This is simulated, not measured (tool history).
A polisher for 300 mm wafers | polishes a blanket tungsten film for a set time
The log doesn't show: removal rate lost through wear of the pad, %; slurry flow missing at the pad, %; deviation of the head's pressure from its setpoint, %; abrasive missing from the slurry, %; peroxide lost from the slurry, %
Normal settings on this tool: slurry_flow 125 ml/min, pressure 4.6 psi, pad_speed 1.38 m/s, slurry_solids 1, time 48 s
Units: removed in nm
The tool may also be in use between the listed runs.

run    hour  slurry_flow  pressure  pad_speed  slurry_solids  time  wafers since the last listed run  wafers polished on this pad  hours since the slurry nozzle was cleaned  hours since the head pressure was calibrated  hours since the slurry blender was calibrated  hours since the slurry got fresh peroxide  incoming thickness of the incoming film, nm  removed
  1       0          125       4.6       1.38              1    48                                 0                         4086                                      118.1                                         193.3                                           98.1                                      374.1                                       1092.2    342.9
  2    41.8          125       4.6       1.38              1    48                               495                         4581                                      159.9                                         235.1                                          139.9                                      415.9                                       1088.7      346
  3      80          125       4.6       1.38              1    52                               452                         5034                                      198.1                                         273.3                                          178.1                                      454.1                                       1088.2    374.2
        157  -- slurry tank refilled with fresh slurry and peroxide
  4   157.5          125       4.6       1.38              1    52                               906                         5941                                      275.6                                         350.8                                          255.6                                        0.5                                       1088.4    372.6
  5   259.5          125       4.6       1.38              1    52                              1208                         7150                                      377.6                                         452.8                                          357.6                                      102.5                                       1074.2    374.1
      287.2  -- worn pad replaced by a new one
  6   296.9          125       4.6       1.38              1    48                               395                          115                                        415                                         490.2                                            395                                      139.9                                       1093.9    340.7
  7   355.2          125       4.6       1.38              1    56                               690                          806                                      473.3                                         548.5                                          453.3                                      198.2                                       1091.4    392.5
      375.9  -- slurry nozzle cleaned
  8   423.7          125       4.6       1.38              1    56                               799                         1606                                       47.8                                           617                                          521.8                                      266.7                                       1082.3    392.7
      428.6  -- slurry blender recalibrated
      465.2  -- head pressure recalibrated
  9   510.2          125       4.6       1.38              1    56                               977                         2584                                      134.3                                            45                                           81.6                                      353.2                                       1102.9    399.7
 10   610.9          125       4.6       1.62              1    48                              1193                         3777                                        235                                         145.7                                          182.3                                      453.9                                       1076.8    383.7
 11   697.9          150       4.6       1.72              1    48                              1031                         4808                                        322                                         232.7                                          269.3                                      540.9                                       1075.7    405.9
      755.1  -- slurry tank refilled with fresh slurry and peroxide
 12   797.6          125       4.6       1.38              1    53                              1169                         5978                                      421.7                                         332.4                                            369                                       42.5                                       1076.6    370.6
 13   850.6          170         5       0.92              1    57                               628                         6606                                      474.7                                         385.4                                            422                                       95.5                                       1070.6    369.4
      888.1  -- worn pad replaced by a new one
 14   897.2          100       4.6       1.38              1    48                               504                          107                                      521.3                                           432                                          468.6                                      142.1                                       1066.6      319
      925.7  -- slurry blender recalibrated
 15   982.2          100       4.6       1.38              1    48                               983                         1091                                      606.3                                           517                                           56.5                                      227.1                                       1058.7    328.7
     1014.8  -- slurry nozzle cleaned
 16  1074.9          160       5.5       0.92              1    48                              1086                         2177                                       60.1                                         609.7                                          149.2                                      319.8                                       1064.3    344.5
 17  1178.2          110       4.6       1.38              1    48                              1224                         3402                                      163.4                                           713                                          252.5                                      423.1                                         1095    334.1
     1197.2  -- head pressure recalibrated
 18  1271.2          160       4.6       1.38              1    48                              1078                         4480                                      256.4                                            74                                          345.5                                      516.1                                       1071.8    360.1
     1326.1  -- slurry tank refilled with fresh slurry and peroxide
 19    1365          145       5.4       1.38              1    52                              1099                         5580                                      350.2                                         167.8                                          439.3                                       38.9                                       1066.2    442.3
     1393.2  -- worn pad replaced by a new one
 20  1469.6          125       4.6       1.38              1    41                              1192                          905                                      454.8                                         272.4                                          543.9                                      143.5                                         1071    285.1
     1571.7  -- slurry blender recalibrated
 21  1572.2          125       4.6       1.38              1    61                              1192                         2098                                      557.4                                           375                                            0.5                                      246.1                                       1082.4    436.2
     1600.8  -- slurry nozzle cleaned
 22  1669.2          125       4.6       1.38              1    48                              1137                         3235                                       68.4                                           472                                           97.5                                      343.1                                       1083.4    348.5
 23    1757          100       5.5       1.38           0.85    48                              1040                         4276                                      156.2                                         559.8                                          185.3                                      430.9                                       1073.9    381.9
     1823.4  -- slurry tank refilled with fresh slurry and peroxide
 24    1838          125       4.6       1.38              1    48                               948                         5224                                      237.2                                         640.8                                          266.3                                       14.6                                         1080    343.1
 25  1924.1          125       4.6       1.68              1    48                              1020                         6244                                      323.3                                         726.9                                          352.4                                      100.7                                       1092.4    381.8
     1947.3  -- head pressure recalibrated
 26  2009.5          125       3.8       1.38           1.25    48                               988                         7233                                      408.7                                          62.2                                          437.8                                      186.1                                       1090.9    287.8
     2031.3  -- worn pad replaced by a new one
 27    2052          125       4.6       1.38              1    55                               456                          245                                      451.2                                         104.7                                          480.3                                      228.6                                         1085    387.9

Each row is a separate what-if for the run after 27, all from the same tool condition, not one after another. Results?
  A  2052.4          125       4.6       1.38              1    48                                 4                          250                                      451.6                                         105.1                                          480.7                                        229                                       1084.1        ?
  B  2052.4          125       5.2       0.92              1    48                                 4                          250                                      451.6                                         105.1                                          480.7                                        229                                       1084.1        ?
  C  2052.4          125       3.3       1.38              1    48                                 4                          250                                      451.6                                         105.1                                          480.7                                        229                                       1084.1        ?

run  removed
  A    339.2
  B    306.7
  C    243.3
What these runs would have given with no unlogged condition in the tool:
run  removed
  A    349.7
  B    316.2
  C    250.9

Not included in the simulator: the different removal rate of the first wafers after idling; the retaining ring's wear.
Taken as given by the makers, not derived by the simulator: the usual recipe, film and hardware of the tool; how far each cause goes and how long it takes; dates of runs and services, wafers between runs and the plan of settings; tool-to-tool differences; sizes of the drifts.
